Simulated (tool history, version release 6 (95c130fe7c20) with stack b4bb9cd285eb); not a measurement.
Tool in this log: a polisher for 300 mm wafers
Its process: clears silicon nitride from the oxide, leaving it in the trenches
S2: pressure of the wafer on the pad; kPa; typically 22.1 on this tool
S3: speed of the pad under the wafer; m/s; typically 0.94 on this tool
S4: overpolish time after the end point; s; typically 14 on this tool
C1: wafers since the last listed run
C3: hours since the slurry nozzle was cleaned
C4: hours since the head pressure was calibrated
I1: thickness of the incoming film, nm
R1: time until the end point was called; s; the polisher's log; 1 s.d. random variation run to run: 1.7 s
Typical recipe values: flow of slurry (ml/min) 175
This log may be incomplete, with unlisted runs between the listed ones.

run 1 day=0.000 | flow_of_slurry_(ml/min)=175 S2=22.1 S3=0.94 S4=14 | C1=0 wafers_polished_on_this_pad=344 C3=1.5 C4=525.8 | I1=100.5 | R1=113.2
run 2 day=2.217 | flow_of_slurry_(ml/min)=175 S2=22.1 S3=0.94 S4=14 | C1=394 wafers_polished_on_this_pad=739 C3=54.7 C4=579.0 | I1=100.0 | R1=114.8
run 3 day=4.950 | flow_of_slurry_(ml/min)=175 S2=22.1 S3=0.94 S4=14 | C1=486 wafers_polished_on_this_pad=1226 C3=120.3 C4=644.6 | I1=99.4 | R1=114.8
run 4 day=7.429 | flow_of_slurry_(ml/min)=175 S2=22.1 S3=0.94 S4=14 | C1=441 wafers_polished_on_this_pad=1667 C3=179.8 C4=704.1 | I1=100.2 | R1=117.0
-- day=9.329 worn pad replaced by a new one
run 5 day=10.138 | flow_of_slurry_(ml/min)=175 S2=22.1 S3=0.94 S4=14 | C1=452 wafers_polished_on_this_pad=143 C3=244.8 C4=769.1 | I1=99.9 | R1=111.4
run 6 day=11.275 | flow_of_slurry_(ml/min)=175 S2=22.1 S3=0.94 S4=14 | C1=202 wafers_polished_on_this_pad=346 C3=272.1 C4=796.4 | I1=100.8 | R1=112.3
run 7 day=13.692 | flow_of_slurry_(ml/min)=175 S2=22.1 S3=0.94 S4=14 | C1=430 wafers_polished_on_this_pad=776 C3=330.1 C4=854.4 | I1=100.0 | R1=114.2
run 8 day=15.838 | flow_of_slurry_(ml/min)=175 S2=22.1 S3=1.12 S4=14 | C1=381 wafers_polished_on_this_pad=1158 C3=381.6 C4=905.9 | I1=99.2 | R1=94.8
run 9 day=18.446 | flow_of_slurry_(ml/min)=175 S2=22.1 S3=0.94 S4=14 | C1=464 wafers_polished_on_this_pad=1622 C3=444.2 C4=968.5 | I1=101.5 | R1=119.2
run 10 day=20.175 | flow_of_slurry_(ml/min)=175 S2=22.1 S3=0.94 S4=14 | C1=307 wafers_polished_on_this_pad=1930 C3=485.7 C4=1010.0 | I1=100.9 | R1=121.3
run 11 day=21.583 | flow_of_slurry_(ml/min)=175 S2=22.1 S3=0.94 S4=14 | C1=250 wafers_polished_on_this_pad=2181 C3=519.5 C4=1043.8 | I1=100.1 | R1=120.8
-- day=21.992 worn pad replaced by a new one
-- day=24.000 head pressure recalibrated
run 12 day=24.142 | flow_of_slurry_(ml/min)=175 S2=22.1 S3=1.10 S4=14 | C1=410 wafers_polished_on_this_pad=367 C3=580.9 C4=3.4 | I1=98.7 | R1=95.2
run 13 day=26.021 | flow_of_slurry_(ml/min)=175 S2=22.1 S3=1.10 S4=14 | C1=334 wafers_polished_on_this_pad=702 C3=626.0 C4=48.5 | I1=100.7 | R1=95.5
run 14 day=27.758 | flow_of_slurry_(ml/min)=175 S2=19.3 S3=0.94 S4=14 | C1=309 wafers_polished_on_this_pad=1011 C3=667.7 C4=90.2 | I1=100.5 | R1=131.2
run 15 day=28.992 | flow_of_slurry_(ml/min)=230 S2=22.1 S3=0.94 S4=10 | C1=219 wafers_polished_on_this_pad=1231 C3=697.3 C4=119.8 | I1=98.8 | R1=106.3
-- day=33.033 slurry nozzle cleaned
run 16 day=33.825 | flow_of_slurry_(ml/min)=190 S2=22.1 S3=0.86 S4=14 | C1=852 wafers_polished_on_this_pad=2084 C3=19.0 C4=235.8 | I1=100.5 | R1=134.3
-- day=34.592 worn pad replaced by a new one
run 17 day=35.079 | flow_of_slurry_(ml/min)=125 S2=22.1 S3=0.94 S4=14 | C1=193 wafers_polished_on_this_pad=87 C3=49.1 C4=265.9 | I1=100.8 | R1=119.6
run 18 day=36.275 | flow_of_slurry_(ml/min)=175 S2=15.9 S3=0.80 S4=11 | C1=212 wafers_polished_on_this_pad=299 C3=77.8 C4=294.6 | I1=98.9 | R1=181.4
run 19 day=37.317 | flow_of_slurry_(ml/min)=175 S2=22.1 S3=0.94 S4=22 | C1=185 wafers_polished_on_this_pad=485 C3=102.8 C4=319.6 | I1=98.9 | R1=108.6
run 20 day=39.412 | flow_of_slurry_(ml/min)=175 S2=22.1 S3=1.12 S4=14 | C1=373 wafers_polished_on_this_pad=858 C3=153.1 C4=369.9 | I1=98.9 | R1=93.4
run 21 day=40.450 | flow_of_slurry_(ml/min)=175 S2=22.1 S3=0.94 S4=18 | C1=184 wafers_polished_on_this_pad=1042 C3=178.0 C4=394.8 | I1=100.1 | R1=116.3
run 22 day=42.262 | flow_of_slurry_(ml/min)=220 S2=28.3 S3=0.94 S4=14 | C1=322 wafers_polished_on_this_pad=1365 C3=221.5 C4=438.3 | I1=99.6 | R1=83.3
run 23 day=44.750 | flow_of_slurry_(ml/min)=130 S2=22.1 S3=1.06 S4=14 | C1=442 wafers_polished_on_this_pad=1808 C3=281.2 C4=498.0 | I1=99.5 | R1=108.3
-- day=45.862 worn pad replaced by a new one
run 24 day=47.325 | flow_of_slurry_(ml/min)=135 S2=22.1 S3=0.94 S4=10 | C1=428 wafers_polished_on_this_pad=260 C3=343.0 C4=559.8 | I1=100.0 | R1=120.1
run 25 day=48.846 | flow_of_slurry_(ml/min)=175 S2=22.1 S3=0.94 S4=14 | C1=270 wafers_polished_on_this_pad=531 C3=379.5 C4=596.3 | I1=102.0 | R1=111.9
run 26 day=50.325 | flow_of_slurry_(ml/min)=230 S2=28.3 S3=0.94 S4=14 | C1=263 wafers_polished_on_this_pad=794 C3=415.0 C4=631.8 | I1=100.4 | R1=84.1
run 27 day=52.846 | flow_of_slurry_(ml/min)=190 S2=22.1 S3=1.20 S4=14 | C1=448 wafers_polished_on_this_pad=1243 C3=475.5 C4=692.3 | I1=99.4 | R1=88.7
-- day=56.200 worn pad replaced by a new one
run 28 day=60.042 | flow_of_slurry_(ml/min)=175 S2=22.1 S3=0.94 S4=14 | C1=1251 wafers_polished_on_this_pad=684 C3=648.2 C4=865.0 | I1=99.1 | R1=109.6

4 ways to go on from here, each from the tool as it stands after run 28. What would each give?
run A day=60.062 | flow_of_slurry_(ml/min)=175 S2=22.1 S3=0.94 S4=14 | C1=3 wafers_polished_on_this_pad=687 C3=648.7 C4=865.5 | I1=99.9 | R1=?
run B day=60.062 | flow_of_slurry_(ml/min)=195 S2=22.1 S3=0.64 S4=7 | C1=3 wafers_polished_on_this_pad=687 C3=648.7 C4=865.5 | I1=99.9 | R1=?
run C day=60.062 | flow_of_slurry_(ml/min)=175 S2=25.5 S3=0.68 S4=12 | C1=3 wafers_polished_on_this_pad=687 C3=648.7 C4=865.5 | I1=99.9 | R1=?
run D day=60.062 | flow_of_slurry_(ml/min)=175 S2=26.9 S3=0.66 S4=9 | C1=3 wafers_polished_on_this_pad=687 C3=648.7 C4=865.5 | I1=99.9 | R1=?

run=A R1=110.5
run=B R1=159.6
run=C R1=132.1
run=D R1=129.1
Take away the tool's hidden state, keep each run's random variation, and the runs would have read:
run=A R1=109.7
run=B R1=158.4
run=C R1=131.1
run=D R1=128.2

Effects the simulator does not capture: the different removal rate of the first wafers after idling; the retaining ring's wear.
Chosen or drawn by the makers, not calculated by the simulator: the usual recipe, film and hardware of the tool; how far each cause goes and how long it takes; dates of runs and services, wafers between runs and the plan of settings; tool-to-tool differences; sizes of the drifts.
